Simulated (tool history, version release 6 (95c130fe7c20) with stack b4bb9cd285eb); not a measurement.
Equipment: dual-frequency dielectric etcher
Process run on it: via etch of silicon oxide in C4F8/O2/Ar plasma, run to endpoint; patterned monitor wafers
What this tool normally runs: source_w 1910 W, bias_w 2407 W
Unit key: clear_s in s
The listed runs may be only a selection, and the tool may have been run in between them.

run,hour,source_w,bias_w,wafers since the last listed run,hours since the last wet clean,hours since the last source power generator calibration,hours since the last bias power generator calibration,hours since the last upper electrode change,"incoming incoming film thickness, nm",clear_s
1,0,1910,2407,0,313.9,2489.5,1209.3,4404.6,1146.4,224.9
2,56.5,1910,2407,267,370.4,2546,1265.8,4461.1,1129.3,225.3
3,105.5,1910,2407,232,419.4,2595,1314.8,4510.1,1144.3,224.7
4,131.1,1910,2407,121,445,2620.6,1340.4,4535.7,1144.4,228.9
5,178.9,1910,2407,226,492.8,2668.4,1388.2,4583.5,1140,228.4
6,239.8,1910,2407,288,553.7,2729.3,1449.1,4644.4,1139.7,231.5
# hour 274.5: wet clean of the chamber
7,276.1,2080,2407,58,1.6,2765.6,1485.4,4680.7,1139.6,212
# hour 330.2: upper electrode replaced, of another model than before
8,330.7,2080,2407,144,56.2,2820.2,1540,0.5,1131.5,210
# hour 346.7: source power generator calibrated
9,352.6,2080,2407,84,78.1,5.9,1561.9,22.4,1154.2,210.4
# hour 359.1: bias power generator calibrated
10,383.6,1540,2407,127,109.1,36.9,24.5,53.4,1137.9,236
11,453.2,1910,2407,329,178.7,106.5,94.1,123,1139.8,220.1
12,485.3,1600,2816,152,210.8,138.6,126.2,155.1,1136.9,217.2
13,527.6,1910,2407,200,253.1,180.9,168.5,197.4,1132.9,219.3
14,682.3,1680,2254,733,407.8,335.6,323.2,352.1,1136.9,244.4
15,723.7,2260,2784,196,449.2,377,364.6,393.5,1143.8,195.5
# hour 801.5: wet clean of the chamber
16,802,2260,2256,257,0.5,455.3,442.9,471.8,1146.5,212.7
17,829.8,1500,2175,131,28.3,483.1,470.7,499.6,1130,253.4
18,856.6,1450,2819,126,55.1,509.9,497.5,526.4,1161.4,231.9

Hidden state at the last listed run before each entry between runs and at the first one after, where it differs:
Between runs 6 and 7: wet clean of the chamber (hour 274.5)
  etch rate over this chamber's usual, %: -5.43 -> 0.828
  the result without the hidden state subtracted from the measured one, clear_s: +12.6 -> -1.8 s
Between runs 7 and 8: upper electrode replaced, of another model than before (hour 330.2)
  etch rate over this chamber's usual, %: 0.828 -> 0.294
  the result without the hidden state subtracted from the measured one, clear_s: -1.8 -> -0.6 s
Between runs 8 and 9: source power generator calibrated (hour 346.7)
  etch rate over this chamber's usual, %: 0.294 -> 0.0794
  the result without the hidden state subtracted from the measured one, clear_s: -0.6 -> -0.1 s
Between runs 9 and 10: bias power generator calibrated (hour 359.1)
  etch rate over this chamber's usual, %: 0.0794 -> -0.224
  the result without the hidden state subtracted from the measured one, clear_s: -0.1 -> +0.5 s
Between runs 15 and 16: wet clean of the chamber (hour 801.5)
  etch rate over this chamber's usual, %: -3.55 -> -0.699
  the result without the hidden state subtracted from the measured one, clear_s: +6.9 -> +1.5 s
